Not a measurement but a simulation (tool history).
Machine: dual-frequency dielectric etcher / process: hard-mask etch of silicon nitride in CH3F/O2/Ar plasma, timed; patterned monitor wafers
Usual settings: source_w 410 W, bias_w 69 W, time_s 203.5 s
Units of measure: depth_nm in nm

run	hour	source_w	bias_w	time_s	wafers since the last listed run	hours since the last wet clean	hours since the last source power generator calibration	hours since the last bias power generator calibration	hours since the last upper electrode change	hours since the gauge calibration	read-back reference wafer on the same gauge, depth_nm	depth_nm
1	0.0	410	69	203.5	0	187.7	4073.9	2058.5	5073.8	105.7	143	149.9
2	16.5	410	69	203.5	121	204.2	4090.4	2075.0	5090.3	122.2	143	149.8
3	34.5	410	69	203.5	132	222.2	4108.4	2093.0	5108.3	140.2	143	149.9
4	48.4	410	69	203.5	102	236.1	4122.3	2106.9	5122.2	154.1	143	150.3
5	89.6	410	69	203.5	303	277.3	4163.5	2148.1	5163.4	195.3	143	150.0
6	106.3	410	69	203.5	123	294.0	4180.2	2164.8	5180.1	212.0	143	150.3
7	116.3	410	69	155.5	73	304.0	4190.2	2174.8	5190.1	222.0	143	114.7
8	123.2	410	69	155.5	50	310.9	4197.1	2181.7	5197.0	228.9	143	115.0
9	137.6	410	69	155.5	106	325.3	4211.5	2196.1	5211.4	243.3	143	115.1
10	155.0	410	69	203.5	128	342.7	4228.9	2213.5	5228.8	260.7	143	150.8
11	162.4	410	69	170.5	54	350.1	4236.3	2220.9	5236.2	268.1	143	126.0
12	175.2	410	69	203.5	94	362.9	4249.1	2233.7	5249.0	280.9	143	150.6
13	192.6	410	69	203.5	128	380.3	4266.5	2251.1	5266.4	298.3	143	150.7
14	206.5	350	54	258.0	102	394.2	4280.4	2265.0	5280.3	312.2	143	165.1
15	214.2	410	69	203.5	56	401.9	4288.1	2272.7	5288.0	319.9	143	151.2
16	222.6	410	80	158.5	61	410.3	4296.5	2281.1	5296.4	328.3	143	123.9
17	238.0	500	69	203.5	113	425.7	4311.9	2296.5	5311.8	343.7	143	161.7
# hour 245.1: gauge calibrated
18	246.8	410	69	203.5	64	434.5	4320.7	2305.3	5320.6	1.7	143	150.9
19	260.5	410	75	241.0	101	448.2	4334.4	2319.0	5334.3	15.4	143	185.0
# hour 273.1: source power generator calibrated
20	295.2	410	74	225.0	226	482.9	22.1	2353.7	5369.0	50.1	143	171.6
# hour 325.6: wet clean of the chamber
# hour 330.6: upper electrode replaced
21	331.1	480	85	203.5	50	5.5	58.0	2389.6	0.5	86.0	143	169.8
22	331.5	320	53	166.0	2	5.9	58.4	2390.0	0.9	86.4	143	101.0
23	333.0	490	82	157.0	11	7.4	59.9	2391.5	2.4	87.9	143	130.4
# hour 345.8: bias power generator calibrated
24	384.3	480	60	256.0	348	58.7	111.2	38.5	53.7	139.2	143	188.3
25	390.8	410	79	170.0	47	65.2	117.7	45.0	60.2	145.7	143	130.9
26	404.6	410	69	203.5	101	79.0	131.5	58.8	74.0	159.5	143	149.2
27	419.8	410	69	203.5	112	94.2	146.7	74.0	89.2	174.7	143	149.1
28	429.9	410	69	155.5	74	104.3	156.8	84.1	99.3	184.8	143	114.0
29	437.6	320	62	254.0	56	112.0	164.5	91.8	107.0	192.5	143	163.8
30	448.9	410	77	203.5	83	123.3	175.8	103.1	118.3	203.8	143	155.7

A few steps of depth_nm between consecutive runs. Split each: what settings, incoming material and random variation would produce without the hidden state, and what is left over for the hidden state, along with gauge scatter present in only one of the two compared results (measured, and without hidden state):
Hidden state at play: etch rate over this chamber's usual, %; source power that arrives over what is set, %; bias power that arrives over what is set, %; gauge reads high (%).
Run 16 -> 17: source_w 410 -> 500, bias_w 80 -> 69, time_s 158.5 -> 203.5. depth_nm +37.8 nm: hidden state +0.5, all else +37.3.
Run 18 -> 19: bias_w 69 -> 75, time_s 203.5 -> 241.0. depth_nm +34.1 nm: hidden state +0.5, all else +33.6.
Run 20 -> 21: source_w 410 -> 480, bias_w 74 -> 85, time_s 225.0 -> 203.5, wet clean of the chamber, upper electrode replaced. depth_nm -1.8 nm: hidden state -2.6, all else +0.8.
Run 21 -> 22: source_w 480 -> 320, bias_w 85 -> 53, time_s 203.5 -> 166.0. depth_nm -68.8 nm: hidden state +0.1, all else -68.9.
Run 23 -> 24: source_w 490 -> 480, bias_w 82 -> 60, time_s 157.0 -> 256.0, bias power generator calibrated. depth_nm +57.9 nm: hidden state +0.1, all else +57.8.
Run 24 -> 25: source_w 480 -> 410, bias_w 60 -> 79, time_s 256.0 -> 170.0. depth_nm -57.4 nm: hidden state +0.1, all else -57.5.
